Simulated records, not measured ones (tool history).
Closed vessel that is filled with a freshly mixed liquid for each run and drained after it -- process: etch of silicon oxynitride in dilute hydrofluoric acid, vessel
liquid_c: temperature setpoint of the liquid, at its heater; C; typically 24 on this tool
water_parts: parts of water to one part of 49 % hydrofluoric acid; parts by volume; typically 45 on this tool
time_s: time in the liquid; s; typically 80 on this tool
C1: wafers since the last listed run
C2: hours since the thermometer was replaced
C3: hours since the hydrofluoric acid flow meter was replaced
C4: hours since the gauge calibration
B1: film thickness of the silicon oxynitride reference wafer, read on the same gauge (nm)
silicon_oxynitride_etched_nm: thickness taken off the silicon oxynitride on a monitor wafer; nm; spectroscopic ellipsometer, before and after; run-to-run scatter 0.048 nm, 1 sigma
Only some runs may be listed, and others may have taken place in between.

Run 1, hour 0: usual settings but liquid_c 27.5 C; C1 0; C2 2624.8; C3 2482.5; C4 193.3; B1 49.99. Result: silicon_oxynitride_etched_nm 12.54 nm.
Run 2, hour 9.7: usual settings but time_s 90 s; C1 722; C2 2634.5; C3 2492.2; C4 203; B1 50. Result: silicon_oxynitride_etched_nm 11.95 nm.
Run 3, hour 21.2: usual settings but time_s 90 s; C1 857; C2 2646; C3 2503.7; C4 214.5; B1 49.99. Result: silicon_oxynitride_etched_nm 11.85 nm.
Run 4, hour 28.3: usual settings; C1 529; C2 2653.1; C3 2510.8; C4 221.6; B1 49.99. Result: silicon_oxynitride_etched_nm 10.63 nm.
Run 5, hour 40.8: usual settings; C1 931; C2 2665.6; C3 2523.3; C4 234.1; B1 49.97. Result: silicon_oxynitride_etched_nm 10.61 nm.
Run 6, hour 52.9: usual settings but water_parts 35 parts by volume, time_s 40 s; C1 901; C2 2677.7; C3 2535.4; C4 246.2; B1 49.99. Result: silicon_oxynitride_etched_nm 6.9 nm.
Run 7, hour 69.3: usual settings; C1 1222; C2 2694.1; C3 2551.8; C4 262.6; B1 49.99. Result: silicon_oxynitride_etched_nm 10.74 nm.
Run 8, hour 83.8: usual settings but liquid_c 26 C; C1 1080; C2 2708.6; C3 2566.3; C4 277.1; B1 50.01. Result: silicon_oxynitride_etched_nm 11.71 nm.
Run 9, hour 94.3: usual settings but time_s 105 s; C1 782; C2 2719.1; C3 2576.8; C4 287.6; B1 49.99. Result: silicon_oxynitride_etched_nm 14.12 nm.
Run 10, hour 101.8: usual settings but time_s 105 s; C1 558; C2 2726.6; C3 2584.3; C4 295.1; B1 49.98. Result: silicon_oxynitride_etched_nm 14.03 nm.
Run 11, hour 116.5: usual settings but water_parts 60 parts by volume, time_s 55 s; C1 1095; C2 2741.3; C3 2599; C4 309.8; B1 50.03. Result: silicon_oxynitride_etched_nm 5.5 nm.
Run 12, hour 126.6: usual settings; C1 752; C2 2751.4; C3 2609.1; C4 319.9; B1 50.02. Result: silicon_oxynitride_etched_nm 10.62 nm.
Run 13, hour 136.2: usual settings but liquid_c 19.5 C, water_parts 25 parts by volume, time_s 95 s; C1 715; C2 2761; C3 2618.7; C4 329.5; B1 50. Result: silicon_oxynitride_etched_nm 18.32 nm.
Run 14, hour 149.3: usual settings but liquid_c 26 C, water_parts 30 parts by volume, time_s 55 s; C1 976; C2 2774.1; C3 2631.8; C4 342.6; B1 50. Result: silicon_oxynitride_etched_nm 12.33 nm.
Run 15, hour 157: usual settings but liquid_c 26 C, time_s 45 s; C1 573; C2 2781.8; C3 2639.5; C4 350.3; B1 49.97. Result: silicon_oxynitride_etched_nm 6.6 nm.
At hour 159: thermometer replaced.
Run 16, hour 167.9: usual settings but water_parts 60 parts by volume, time_s 55 s; C1 737; C2 8.9; C3 2650.4; C4 361.2; B1 49.99. Result: silicon_oxynitride_etched_nm 5.44 nm.
Run 17, hour 185.4: usual settings but water_parts 35 parts by volume; C1 1304; C2 26.4; C3 2667.9; C4 378.7; B1 49.97. Result: silicon_oxynitride_etched_nm 13.77 nm.
Run 18, hour 200.8: usual settings but time_s 95 s; C1 1147; C2 41.8; C3 2683.3; C4 394.1; B1 50.02. Result: silicon_oxynitride_etched_nm 12.55 nm.
At hour 206.8: hydrofluoric acid flow meter replaced.
Run 19, hour 214.8: usual settings; C1 968; C2 55.8; C3 8; C4 408.1; B1 50. Result: silicon_oxynitride_etched_nm 9.48 nm.
Run 20, hour 231: usual settings but liquid_c 21.5 C, water_parts 30 parts by volume, time_s 35 s; C1 1207; C2 72; C3 24.2; C4 424.3; B1 50. Result: silicon_oxynitride_etched_nm 5.58 nm.
At hour 239.5: gauge calibrated.
Run 21, hour 242.3: usual settings but liquid_c 20.5 C, water_parts 35 parts by volume; C1 842; C2 83.3; C3 35.5; C4 2.8; B1 50.01. Result: silicon_oxynitride_etched_nm 10.26 nm.
Run 22, hour 255.6: usual settings but time_s 40 s; C1 991; C2 96.6; C3 48.8; C4 16.1; B1 49.99. Result: silicon_oxynitride_etched_nm 4.71 nm.
Run 23, hour 262.9: usual settings but water_parts 55 parts by volume; C1 544; C2 103.9; C3 56.1; C4 23.4; B1 49.98. Result: silicon_oxynitride_etched_nm 7.77 nm.
Run 24, hour 274.4: usual settings; C1 857; C2 115.4; C3 67.6; C4 34.9; B1 50.03. Result: silicon_oxynitride_etched_nm 9.5 nm.
Run 25, hour 285.7: usual settings but liquid_c 21 C, water_parts 30 parts by volume; C1 842; C2 126.7; C3 78.9; C4 46.2; B1 50.02. Result: silicon_oxynitride_etched_nm 12.4 nm.
Run 26, hour 292.9: usual settings but water_parts 40 parts by volume, time_s 120 s; C1 536; C2 133.9; C3 86.1; C4 53.4; B1 49.97. Result: silicon_oxynitride_etched_nm 16.24 nm.
Run 27, hour 318.8: usual settings but liquid_c 22.5 C, water_parts 30 parts by volume, time_s 60 s; C1 1930; C2 159.8; C3 112; C4 79.3; B1 50. Result: silicon_oxynitride_etched_nm 10.08 nm.
Run 28, hour 335.8: usual settings but liquid_c 25.5 C, water_parts 40 parts by volume; C1 1267; C2 176.8; C3 129; C4 96.3; B1 50. Result: silicon_oxynitride_etched_nm 11.67 nm.
Run 29, hour 345: usual settings but liquid_c 21 C, water_parts 30 parts by volume, time_s 125 s; C1 685; C2 186; C3 138.2; C4 105.5; B1 50.02. Result: silicon_oxynitride_etched_nm 19.52 nm.
Run 30, hour 392.5: usual settings but liquid_c 28.5 C, time_s 105 s; C1 3540; C2 233.5; C3 185.7; C4 153; B1 50. Result: silicon_oxynitride_etched_nm 15.72 nm.
Run 31, hour 408.5: usual settings but time_s 125 s; C1 1192; C2 249.5; C3 201.7; C4 169; B1 50.04. Result: silicon_oxynitride_etched_nm 14.96 nm.
Run 32, hour 421.6: usual settings but water_parts 25 parts by volume; C1 976; C2 262.6; C3 214.8; C4 182.1; B1 49.96. Result: silicon_oxynitride_etched_nm 17.65 nm.

What if the next run were any one of these 5? Each begins from the tool's condition after run 32:
Run A, hour 422.3: usual settings but liquid_c 26.5 C; C1 52; C2 263.3; C3 215.5; C4 182.8; B1 ?. Result: silicon_oxynitride_etched_nm ?.
Run B, hour 422.3: usual settings but liquid_c 28.5 C, water_parts 30 parts by volume, time_s 65 s; C1 52; C2 263.3; C3 215.5; C4 182.8; B1 ?. Result: silicon_oxynitride_etched_nm ?.
Run C, hour 422.3: usual settings but liquid_c 20 C, water_parts 30 parts by volume, time_s 130 s; C1 52; C2 263.3; C3 215.5; C4 182.8; B1 ?. Result: silicon_oxynitride_etched_nm ?.
Run D, hour 422.3: usual settings but liquid_c 22 C, water_parts 30 parts by volume, time_s 40 s; C1 52; C2 263.3; C3 215.5; C4 182.8; B1 ?. Result: silicon_oxynitride_etched_nm ?.
Run E, hour 422.3: usual settings but water_parts 30 parts by volume; C1 52; C2 263.3; C3 215.5; C4 182.8; B1 ?. Result: silicon_oxynitride_etched_nm ?.

run  B1  silicon_oxynitride_etched_nm
  A  50                         10.83
  B  50                         14.71
  C  50                         19.33
  D  50                          6.58
  E  50                         14.54
With no hidden state in the tool, these same runs would have given:
run  silicon_oxynitride_etched_nm
  A                         10.61
  B                         14.41
  C                         18.94
  D                          6.45
  E                         14.25

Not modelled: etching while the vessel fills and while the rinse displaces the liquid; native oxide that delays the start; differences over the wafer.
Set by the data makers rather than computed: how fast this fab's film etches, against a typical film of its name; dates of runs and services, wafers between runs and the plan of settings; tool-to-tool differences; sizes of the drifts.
